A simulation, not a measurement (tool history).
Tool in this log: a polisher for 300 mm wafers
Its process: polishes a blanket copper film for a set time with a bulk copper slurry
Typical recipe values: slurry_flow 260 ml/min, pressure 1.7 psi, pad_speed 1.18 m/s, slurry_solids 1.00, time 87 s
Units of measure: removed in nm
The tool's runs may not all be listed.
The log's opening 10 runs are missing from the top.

run    hour  slurry_flow  pressure  pad_speed  slurry_solids  time  wafers since the last listed run  wafers polished on this pad  hours since the slurry nozzle was cleaned  hours since the head pressure was calibrated  hours since the slurry blender was calibrated  incoming thickness of the incoming film, nm  removed
 11   513.2          260       1.7       1.18           1.00    74                               298                          618                                       55.4                                         559.3                                          333.9                                       2376.3    416.6
 12   548.6          260       1.7       1.18           1.00    74                               207                          826                                       90.8                                         594.7                                          369.3                                       2349.4    417.4
      590.4  -- head pressure recalibrated
 13   594.1          260       1.7       1.18           1.00   109                               255                         1081                                      136.3                                           3.7                                          414.8                                       2361.8    609.1
      603.5  -- slurry blender recalibrated
 14   638.9          260       1.7       0.90           1.00    87                               251                         1332                                      181.1                                          48.5                                           35.4                                       2343.5    390.3
 15   692.6          260       1.7       1.18           0.90    87                               315                         1647                                      234.8                                         102.2                                           89.1                                       2311.1    492.1
 16   760.4          260       1.5       1.18           1.00    87                               397                         2045                                      302.6                                         170.0                                          156.9                                       2347.5    417.4
      780.4  -- worn pad replaced by a new one
 17   822.2          260       1.7       1.54           1.00    72                               339                          245                                      364.4                                         231.8                                          218.7                                       2382.6    548.3
 18   850.6          260       1.7       1.18           1.00    87                               166                          411                                      392.8                                         260.2                                          247.1                                       2366.7    503.9
      855.8  -- slurry nozzle cleaned
      941.2  -- slurry blender recalibrated
 19   997.1          260       1.7       1.52           1.15    87                               842                         1254                                      141.3                                         406.7                                           55.9                                       2340.6    646.1
 20  1034.0          260       1.4       1.18           1.00    87                               216                         1470                                      178.2                                         443.6                                           92.8                                       2373.7    409.9
 21  1096.9          260       1.7       1.18           1.25    87                               369                         1839                                      241.1                                         506.5                                          155.7                                       2322.8    508.1
 22  1128.3          260       2.3       0.86           1.25    87                               184                         2024                                      272.5                                         537.9                                          187.1                                       2367.5    499.4
     1154.4  -- head pressure recalibrated
     1166.1  -- worn pad replaced by a new one
 23  1174.3          260       1.7       1.18           1.00    87                               234                           48                                      318.5                                          19.9                                          233.1                                       2356.7    487.7
     1206.5  -- slurry nozzle cleaned
 24  1211.5          260       2.2       1.18           1.00    61                               212                          260                                        5.0                                          57.1                                          270.3                                       2346.6    458.5
 25  1262.1          260       1.7       1.18           1.00    70                               296                          557                                       55.6                                         107.7                                          320.9                                       2327.6    397.2
 26  1319.0          260       1.3       1.00           0.70    87                               333                          891                                      112.5                                         164.6                                          377.8                                       2345.9    287.5
 27  1345.7          260       1.7       0.96           0.75    66                               156                         1048                                      139.2                                         191.3                                          404.5                                       2347.2    283.0
     1356.1  -- slurry blender recalibrated
 28  1413.1          200       2.1       1.18           1.20    87                               383                         1432                                      206.6                                         258.7                                           57.0                                       2339.1    623.6
 29  1482.9          260       1.7       1.18           1.15   117                               409                         1842                                      276.4                                         328.5                                          126.8                                       2354.9    652.8
 30  1548.1          260       1.2       1.50           0.90    87                               382                         2224                                      341.6                                         393.7                                          192.0                                       2339.1    415.8
     1585.6  -- worn pad replaced by a new one
 31  1617.2          260       1.7       1.18           1.00    87                               382                          185                                      410.7                                         462.8                                          261.1                                       2363.3    491.2

Consider 3 possible next runs. They are alternatives, not a sequence: every one starts from the tool as it was left by run 31. What does each give?
  A  1617.7          260       1.7       1.18           1.00   102                                 2                          188                                      411.2                                         463.3                                          261.6                                       2379.4        ?
  B  1617.7          310       2.1       1.18           1.15    78                                 2                          188                                      411.2                                         463.3                                          261.6                                       2379.4        ?
  C  1617.7          305       1.9       1.48           1.00    77                                 2                          188                                      411.2                                         463.3                                          261.6                                       2379.4        ?

run  removed
  A    582.2
  B    572.3
  C    615.8
What these runs would have given with no unlogged condition in the tool:
run  removed
  A    635.4
  B    625.4
  C    672.1
